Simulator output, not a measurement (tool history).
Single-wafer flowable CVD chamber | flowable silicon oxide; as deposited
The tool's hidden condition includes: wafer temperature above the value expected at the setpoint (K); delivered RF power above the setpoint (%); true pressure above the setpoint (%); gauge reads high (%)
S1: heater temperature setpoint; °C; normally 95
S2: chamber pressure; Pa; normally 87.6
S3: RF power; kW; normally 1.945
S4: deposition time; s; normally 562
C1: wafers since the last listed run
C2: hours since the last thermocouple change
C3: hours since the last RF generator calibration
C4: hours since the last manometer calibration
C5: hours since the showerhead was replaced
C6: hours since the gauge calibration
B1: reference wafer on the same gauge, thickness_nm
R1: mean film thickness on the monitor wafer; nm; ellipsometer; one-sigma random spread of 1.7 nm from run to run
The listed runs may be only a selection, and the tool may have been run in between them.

run,hour,S1,S2,S3,S4,C1,C2,C3,C4,C5,C6,B1,R1
1,0,95,87.6,1.945,562,0,914.4,799.7,2365.6,3630.3,512,273.895,325.043
2,34.8,95,87.6,1.945,562,127,949.2,834.5,2400.4,3665.1,546.8,273.07,320.618
3,60.2,85,87.6,1.945,562,93,974.6,859.9,2425.8,3690.5,572.2,273.838,423.998
4,76.7,95,71.6,1.945,562,60,991.1,876.4,2442.3,3707,588.7,274.563,264.496
5,101.5,95,87.6,1.945,562,90,1015.9,901.2,2467.1,3731.8,613.5,274.452,322.273
# hour 126.1: RF generator calibrated
6,134.1,95,87.6,1.945,562,90,1048.5,8,2499.7,3764.4,646.1,273.896,320.671
7,149.9,95,87.6,1.945,534,57,1064.3,23.8,2515.5,3780.2,661.9,274.153,304.31
# hour 159.9: gauge calibrated
8,173.7,95,87.6,1.945,562,87,1088.1,47.6,2539.3,3804,13.8,274.006,322.299
9,205.6,95,70,2.305,645,116,1120,79.5,2571.2,3835.9,45.7,273.752,303.551
10,221.1,110,87.6,2.205,507,56,1135.5,95,2586.7,3851.4,61.2,273.88,191.614
# hour 240.1: showerhead replaced
11,240.5,84,108.5,1.945,490,41,1154.9,114.4,2606.1,0.4,80.6,274.155,469.87
12,261.6,95,87.6,2.07,562,77,1176,135.5,2627.2,21.5,101.7,273.684,324.925
13,274,95,87.6,1.795,640,45,1188.4,147.9,2639.6,33.9,114.1,274.101,353.827
# hour 303.4: capacitance manometer re-zeroed and calibrated
14,303.9,83,87.6,1.945,467,80,1218.3,177.8,0.5,63.8,144,273.936,404.322
# hour 319.9: thermocouple changed; heater temperature recalibrated
15,320.5,95,87.6,1.945,500,31,0.6,194.4,17.1,80.4,160.6,274.899,294.714
16,340.8,95,87.6,1.945,562,74,20.9,214.7,37.4,100.7,180.9,273.568,337.492
17,358.8,95,71.7,1.715,616,66,38.9,232.7,55.4,118.7,198.9,274.575,288.963
18,380.5,102,108.8,2.065,460,79,60.6,254.4,77.1,140.4,220.6,273.995,285.379
19,415.4,108,65.7,2.125,591,127,95.5,289.3,112,175.3,255.5,273.833,188.078
20,428,100,104.5,1.765,641,46,108.1,301.9,124.6,187.9,268.1,273.526,384.94
21,450.9,95,87.6,1.945,562,83,131,324.8,147.5,210.8,291,274.079,341.351
22,476.1,107,87.6,1.945,668,92,156.2,350,172.7,236,316.2,273.898,287.308
23,490.2,95,87.6,1.945,562,51,170.3,364.1,186.8,250.1,330.3,274.746,341.424
24,514.8,95,87.6,1.945,562,90,194.9,388.7,211.4,274.7,354.9,274.257,342.599
25,552.9,104,87.6,1.945,562,139,233,426.8,249.5,312.8,393,274.053,265.309
26,584.7,95,76.3,1.665,562,116,264.8,458.6,281.3,344.6,424.8,273.796,284.586
27,602.4,95,104.4,2.305,562,64,282.5,476.3,299,362.3,442.5,273.675,431.147

Some steps in R1, run to run, broken into two amounts with sign: the step expected even without the hidden condition (settings, incoming material, random variation), and the rest, left for the hidden condition together with whatever gauge scatter is not in both the measured and the hidden-condition-free result:
Run 10 -> 11: S1 110 -> 84, S2 87.6 -> 108.5, S3 2.205 -> 1.945, S4 507 -> 490, showerhead replaced. R1 +278.256 nm: hidden state -9.928, all else +288.184.
Run 13 -> 14: S1 95 -> 83, S3 1.795 -> 1.945, S4 640 -> 467, capacitance manometer re-zeroed and calibrated. R1 +50.495 nm: hidden state +35.161, all else +15.334.
Run 14 -> 15: S1 83 -> 95, S4 467 -> 500, thermocouple changed; heater temperature recalibrated. R1 -109.608 nm: hidden state -20.988, all else -88.62.
Run 19 -> 20: S1 108 -> 100, S2 65.7 -> 104.5, S3 2.125 -> 1.765, S4 591 -> 641. R1 +196.862 nm: hidden state +6.011, all else +190.851.

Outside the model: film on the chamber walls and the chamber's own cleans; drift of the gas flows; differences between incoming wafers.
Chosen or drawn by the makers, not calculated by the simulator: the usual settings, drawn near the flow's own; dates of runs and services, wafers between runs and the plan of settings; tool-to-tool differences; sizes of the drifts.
